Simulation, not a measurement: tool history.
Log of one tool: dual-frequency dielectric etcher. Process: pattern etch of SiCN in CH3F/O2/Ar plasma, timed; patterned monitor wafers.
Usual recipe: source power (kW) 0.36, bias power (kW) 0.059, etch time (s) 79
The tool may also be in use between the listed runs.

| run | day | source power (kW) | bias power (kW) | etch time (s) | read-back reference wafer on the same gauge, depth_nm | mean etch depth across the wafer (angstrom) |
|---|---|---|---|---|---|---|
| 1 | 0 | 0.36 | 0.059 | 79 | 25.18 | 282.6 |
| 2 | 0.992 | 0.36 | 0.051 | 63 | 25.21 | 211.2 |
| 3 | 1.85 | 0.36 | 0.059 | 79 | 25.2 | 279.7 |
| 4 | 3.217 | 0.31 | 0.059 | 79 | 25.21 | 268.8 |
| 5 | 4.129 | 0.31 | 0.059 | 79 | 25.19 | 269.6 |
|  | 5.721 | wet clean of the chamber |
|  | 5.904 | bias power generator calibrated |
| 6 | 5.925 | 0.31 | 0.059 | 79 | 25.18 | 259.6 |
| 7 | 6.238 | 0.36 | 0.059 | 79 | 25.19 | 275.7 |
| 8 | 7.062 | 0.36 | 0.059 | 79 | 25.21 | 274.4 |
| 9 | 7.817 | 0.33 | 0.053 | 79 | 25.19 | 257.5 |
|  | 9.683 | upper electrode replaced |
| 10 | 9.704 | 0.4 | 0.059 | 58 | 25.22 | 209.7 |
| 11 | 10.104 | 0.4 | 0.052 | 100.5 | 25.18 | 345 |
| 12 | 10.933 | 0.36 | 0.051 | 63 | 25.2 | 207.5 |
|  | 11.771 | gauge calibrated |
| 13 | 12.275 | 0.36 | 0.055 | 96.5 | 25.16 | 330.4 |
| 14 | 12.812 | 0.33 | 0.053 | 79 | 25.22 | 258.9 |
|  | 13.55 | source power generator calibrated |
| 15 | 14.3 | 0.44 | 0.059 | 67 | 25.24 | 253.3 |
| 16 | 15.442 | 0.3 | 0.046 | 65.5 | 25.19 | 197.9 |
| 17 | 16.054 | 0.36 | 0.059 | 79 | 25.18 | 282 |
| 18 | 17.546 | 0.36 | 0.059 | 61.5 | 25.19 | 218.6 |

Consider 4 possible next runs. They are alternatives, not a sequence: every one starts from the tool as it was left by run 18. What does each give?
| A | 17.562 | 0.36 | 0.046 | 79 | ? | ? |
| B | 17.562 | 0.36 | 0.064 | 67 | ? | ? |
| C | 17.562 | 0.28 | 0.059 | 96 | ? | ? |
| D | 17.562 | 0.43 | 0.047 | 79 | ? | ? |

| run | read-back reference wafer on the same gauge, depth_nm | mean etch depth across the wafer (angstrom) |
|---|---|---|
| A | 25.21 | 255.7 |
| B | 25.21 | 245.5 |
| C | 25.21 | 314.4 |
| D | 25.21 | 273.8 |
Take away the tool's hidden state, keep each run's random variation, and the runs would have read:
| run | mean etch depth across the wafer (angstrom) |
|---|---|
| A | 248.9 |
| B | 239 |
| C | 306.1 |
| D | 266.5 |
